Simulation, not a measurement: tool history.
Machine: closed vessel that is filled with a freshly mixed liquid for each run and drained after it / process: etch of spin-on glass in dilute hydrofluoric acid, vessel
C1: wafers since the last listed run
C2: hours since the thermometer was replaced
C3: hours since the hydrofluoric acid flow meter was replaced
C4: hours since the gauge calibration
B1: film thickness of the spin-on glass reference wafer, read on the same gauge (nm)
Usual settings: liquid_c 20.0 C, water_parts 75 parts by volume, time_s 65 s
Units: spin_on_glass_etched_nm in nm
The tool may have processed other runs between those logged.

Run 1, day 0.000: usual settings; C1 0; C2 853.7; C3 122.8; C4 74.4; B1 79.57. Result: spin_on_glass_etched_nm 32.11 nm.
Run 2, day 2.296: usual settings; C1 7294; C2 908.8; C3 177.9; C4 129.5; B1 79.28. Result: spin_on_glass_etched_nm 32.17 nm.
Run 3, day 4.912: usual settings; C1 8313; C2 971.6; C3 240.7; C4 192.3; B1 79.04. Result: spin_on_glass_etched_nm 32.55 nm.
Run 4, day 6.379: usual settings but time_s 40 s; C1 4659; C2 1006.8; C3 275.9; C4 227.5; B1 78.94. Result: spin_on_glass_etched_nm 19.83 nm.
Run 5, day 9.162: usual settings; C1 8843; C2 1073.6; C3 342.7; C4 294.3; B1 78.80. Result: spin_on_glass_etched_nm 32.24 nm.
Run 6, day 10.350: usual settings; C1 3772; C2 1102.1; C3 371.2; C4 322.8; B1 78.78. Result: spin_on_glass_etched_nm 32.28 nm.
At day 12.233: hydrofluoric acid flow meter replaced.
Run 7, day 12.679: usual settings; C1 7267; C2 1158.0; C3 10.7; C4 378.7; B1 78.75. Result: spin_on_glass_etched_nm 31.89 nm.
At day 14.283: gauge calibrated.
Run 8, day 14.338: usual settings; C1 5268; C2 1197.8; C3 50.5; C4 1.3; B1 80.07. Result: spin_on_glass_etched_nm 32.65 nm.
At day 15.683: thermometer replaced.
Run 9, day 16.888: usual settings but liquid_c 24.5 C, water_parts 110 parts by volume, time_s 30 s; C1 7969; C2 28.9; C3 111.7; C4 62.5; B1 79.54. Result: spin_on_glass_etched_nm 11.68 nm.
Run 10, day 18.679: usual settings but liquid_c 17.0 C, water_parts 55 parts by volume, time_s 90 s; C1 5692; C2 71.9; C3 154.7; C4 105.5; B1 79.30. Result: spin_on_glass_etched_nm 55.24 nm.
Run 11, day 20.071: usual settings but water_parts 45 parts by volume, time_s 40 s; C1 4421; C2 105.3; C3 188.1; C4 138.9; B1 79.14. Result: spin_on_glass_etched_nm 34.13 nm.

Run 12, settings as shown, results not yet in. Your forecast:
Run 12, day 21.692: usual settings; C1 5149; C2 144.2; C3 227.0; C4 177.8; B1 ?. Result: spin_on_glass_etched_nm ?.

{"run 12": {"B1": 79.0, "spin_on_glass_etched_nm": 32.38}}
Had the tool carried no hidden state, the very same run would have given spin_on_glass_etched_nm 32.79 nm.
